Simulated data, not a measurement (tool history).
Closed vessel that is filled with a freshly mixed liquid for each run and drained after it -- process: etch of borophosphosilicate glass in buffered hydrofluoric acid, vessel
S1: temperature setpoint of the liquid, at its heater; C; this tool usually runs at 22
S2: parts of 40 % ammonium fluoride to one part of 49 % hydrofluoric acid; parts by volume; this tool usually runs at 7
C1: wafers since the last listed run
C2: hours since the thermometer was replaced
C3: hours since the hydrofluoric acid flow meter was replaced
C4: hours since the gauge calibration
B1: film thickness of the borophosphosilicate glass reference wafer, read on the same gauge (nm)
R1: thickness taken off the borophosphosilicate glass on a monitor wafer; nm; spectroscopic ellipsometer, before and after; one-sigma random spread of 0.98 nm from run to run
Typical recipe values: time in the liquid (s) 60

Run 1, hour 0: usual settings; C1 0; C2 1296.7; C3 807.1; C4 1043.5; B1 50.02. Result: R1 193.59 nm.
Run 2, hour 132.2: usual settings; C1 13287; C2 1428.9; C3 939.3; C4 1175.7; B1 50.02. Result: R1 195.84 nm.
At hour 151: hydrofluoric acid flow meter replaced.
Run 3, hour 215.1: usual settings; C1 8231; C2 1511.8; C3 64.1; C4 1258.6; B1 49.97. Result: R1 187.71 nm.
Run 4, hour 271.3: usual settings but time in the liquid (s) 45; C1 5648; C2 1568; C3 120.3; C4 1314.8; B1 50.01. Result: R1 139.28 nm.
Run 5, hour 367.5: usual settings but S1 23.5 C; C1 9668; C2 1664.2; C3 216.5; C4 1411; B1 49.95. Result: R1 202.13 nm.
At hour 379: gauge calibrated.
Run 6, hour 439.1: usual settings but S1 23.5 C; C1 7196; C2 1735.8; C3 288.1; C4 60.1; B1 49.97. Result: R1 203.02 nm.
Run 7, hour 509.8: usual settings but S1 23.5 C; C1 7105; C2 1806.5; C3 358.8; C4 130.8; B1 49.99. Result: R1 202.87 nm.
Run 8, hour 561: usual settings but S2 5.5 parts by volume; C1 5145; C2 1857.7; C3 410; C4 182; B1 49.97. Result: R1 229.83 nm.
Run 9, hour 644.6: usual settings but S2 5.5 parts by volume; C1 8402; C2 1941.3; C3 493.6; C4 265.6; B1 49.99. Result: R1 231.65 nm.
Run 10, hour 721.4: usual settings; C1 7718; C2 2018.1; C3 570.4; C4 342.4; B1 49.97. Result: R1 187.41 nm.
Run 11, hour 758.5: usual settings but S2 5 parts by volume, time in the liquid (s) 75; C1 3728; C2 2055.2; C3 607.5; C4 379.5; B1 50. Result: R1 315.65 nm.
At hour 788.4: thermometer replaced.
Run 12, hour 796.2: usual settings but S2 9 parts by volume; C1 3688; C2 7.8; C3 645.2; C4 417.2; B1 50.01. Result: R1 158.43 nm.
Run 13, hour 875.3: usual settings but time in the liquid (s) 50; C1 7950; C2 86.9; C3 724.3; C4 496.3; B1 50. Result: R1 172.34 nm.
At hour 897.8: hydrofluoric acid flow meter replaced.
Run 14, hour 943.6: usual settings but S2 9.5 parts by volume, time in the liquid (s) 80; C1 6764; C2 155.2; C3 45.8; C4 564.6; B1 49.94. Result: R1 192.87 nm.
Run 15, hour 1032.1: usual settings but S1 23.5 C, S2 9 parts by volume, time in the liquid (s) 30; C1 8894; C2 243.7; C3 134.3; C4 653.1; B1 50.03. Result: R1 81.97 nm.
Run 16, hour 1073.8: usual settings but S1 17.5 C, S2 5 parts by volume; C1 4191; C2 285.4; C3 176; C4 694.8; B1 49.99. Result: R1 210.22 nm.
Run 17, hour 1123.7: usual settings but S1 23.5 C, S2 9 parts by volume, time in the liquid (s) 30; C1 5015; C2 335.3; C3 225.9; C4 744.7; B1 50.02. Result: R1 82.43 nm.
Run 18, hour 1221.1: usual settings; C1 9789; C2 432.7; C3 323.3; C4 842.1; B1 50.01. Result: R1 199.9 nm.

Forecast each of these 3 alternatives for the next run:
Run A, hour 1221.8: usual settings but S1 26.5 C; C1 70; C2 433.4; C3 324; C4 842.8; B1 ?. Result: R1 ?.
Run B, hour 1221.8: usual settings but S1 19.5 C, S2 8 parts by volume, time in the liquid (s) 75; C1 70; C2 433.4; C3 324; C4 842.8; B1 ?. Result: R1 ?.
Run C, hour 1221.8: usual settings but S1 17.5 C, S2 8 parts by volume, time in the liquid (s) 75; C1 70; C2 433.4; C3 324; C4 842.8; B1 ?. Result: R1 ?.

run     B1      R1
  A  49.97  253.53
  B  49.97  188.06
  C  49.97   168.2
Take away the tool's hidden state, keep each run's random variation, and the runs would have read:
run      R1
  A  254.91
  B  188.53
  C  168.67

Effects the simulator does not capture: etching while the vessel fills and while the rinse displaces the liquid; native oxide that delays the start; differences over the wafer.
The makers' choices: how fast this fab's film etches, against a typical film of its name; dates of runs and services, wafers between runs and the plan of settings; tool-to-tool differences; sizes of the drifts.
